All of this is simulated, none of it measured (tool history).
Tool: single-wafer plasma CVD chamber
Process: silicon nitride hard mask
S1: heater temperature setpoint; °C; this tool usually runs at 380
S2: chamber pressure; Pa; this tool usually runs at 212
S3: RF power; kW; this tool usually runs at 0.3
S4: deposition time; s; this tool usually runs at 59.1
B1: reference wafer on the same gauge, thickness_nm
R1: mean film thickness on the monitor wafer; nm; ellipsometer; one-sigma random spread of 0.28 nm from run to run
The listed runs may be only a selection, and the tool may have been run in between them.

run,hour,S1,S2,S3,S4,B1,R1
1,0,380,212,0.255,59.1,78.195,63.357
2,59.1,380,212,0.285,62.8,78.071,76.073
3,103,380,212,0.285,62.8,78.355,76.328
4,152.7,380,212,0.285,62.8,78.238,75.246
5,183.4,380,212,0.3,59.1,77.989,75.304
6,231,380,212,0.3,59.1,78.065,74.635
# hour 285.3: gauge calibrated
7,292,380,212,0.3,59.1,78.319,74.705
# hour 311.3: thermocouple changed; heater temperature recalibrated
8,341.3,380,212,0.3,59.1,78.224,74.716
9,395.1,380,212,0.3,59.1,78.14,75.323
10,435.4,380,212,0.3,59.1,78.211,74.841
11,504.3,380,212,0.3,59.1,78.104,74.518
12,538.6,374,212,0.3,49.4,78.115,62.856
# hour 596.5: capacitance manometer re-zeroed and calibrated
13,608.2,366,212,0.3,70.3,78.21,90.352
14,660.9,380,212,0.3,59.1,78.267,74.78
15,716.3,385,212,0.3,59.1,78.19,74.883

Run 16 has not been measured yet. What should we expect?
16,754.6,380,212,0.3,59.1,?,?

B1: 78.17
R1: 75.296 nm
Minus the tool's unlogged condition, the same run would have read R1 75.842 nm.

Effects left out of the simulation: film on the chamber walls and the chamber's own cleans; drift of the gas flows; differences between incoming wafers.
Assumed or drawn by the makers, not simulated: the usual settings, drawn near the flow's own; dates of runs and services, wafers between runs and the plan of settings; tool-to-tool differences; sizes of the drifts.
